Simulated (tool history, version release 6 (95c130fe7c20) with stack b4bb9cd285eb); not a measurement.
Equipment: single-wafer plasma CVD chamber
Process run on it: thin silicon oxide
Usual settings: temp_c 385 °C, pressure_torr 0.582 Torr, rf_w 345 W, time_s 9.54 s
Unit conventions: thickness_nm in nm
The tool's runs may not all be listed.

run	hour	temp_c	pressure_torr	rf_w	time_s	read-back reference wafer on the same gauge, thickness_nm	thickness_nm
1	0	385	0.582	345	9.54	15.121	14.186
2	66.8	385	0.582	325	9.54	15.086	14
3	135.8	392	0.582	345	9.54	15.096	14.326
4	198.5	392	0.582	345	9.54	15.082	14.221
5	240.5	392	0.582	345	9.54	15.095	14.221
6	271.5	385	0.517	345	9.54	15.092	12.54
7	325	385	0.582	345	9.54	15.082	14.302
# hour 424.7: thermocouple changed; heater temperature recalibrated
# hour 481.9: capacitance manometer re-zeroed and calibrated
8	485.9	385	0.629	345	9.54	15.092	14.754
9	518.2	385	0.629	345	9.54	15.096	14.702
10	548.7	385	0.582	345	9.54	15.09	13.678
# hour 577.7: RF generator calibrated
11	578.2	385	0.582	345	9.54	15.072	13.76
12	632.2	385	0.582	345	9.54	15.093	13.606
# hour 652.9: gauge calibrated
13	660.6	385	0.582	345	10.39	15.114	14.969
14	715.9	380	0.493	285	8.57	15.104	9.755
15	750	385	0.582	345	9.54	15.124	13.763
# hour 803.6: showerhead replaced
16	804.1	392	0.703	305	8.05	15.097	13.255
17	855.7	385	0.582	365	8.75	15.097	12.932
18	924.4	371	0.709	390	8.99	15.083	16.605
19	981.9	385	0.582	345	9.54	15.099	13.739
20	1022.9	400	0.451	390	8.85	15.086	10.192
21	1059.1	376	0.647	280	8.33	15.095	12.419
22	1125.3	379	0.582	345	9.54	15.109	13.775
23	1165.3	372	0.501	325	11.43	15.115	13.957

For each run, the measured value with the value that run would have given without the tool's hidden condition subtracted. The run-to-run variation is shared by both, the gauge scatter possibly not:
What the log doesn't record here: wafer temperature above the value expected at the setpoint (K); delivered RF power above the setpoint (%); true pressure above the setpoint (%); gauge reads high (%).
run	thickness_nm
1	+0.543
2	+0.566
3	+0.612
4	+0.637
5	+0.657
6	+0.614
7	+0.703
8	+0.073
9	+0.073
10	+0.068
11	+0.07
12	+0.07
13	+0.078
14	+0.055
15	+0.076
16	+0.074
17	+0.078
18	+0.103
19	+0.095
20	+0.083
21	+0.094
22	+0.112
23	+0.124

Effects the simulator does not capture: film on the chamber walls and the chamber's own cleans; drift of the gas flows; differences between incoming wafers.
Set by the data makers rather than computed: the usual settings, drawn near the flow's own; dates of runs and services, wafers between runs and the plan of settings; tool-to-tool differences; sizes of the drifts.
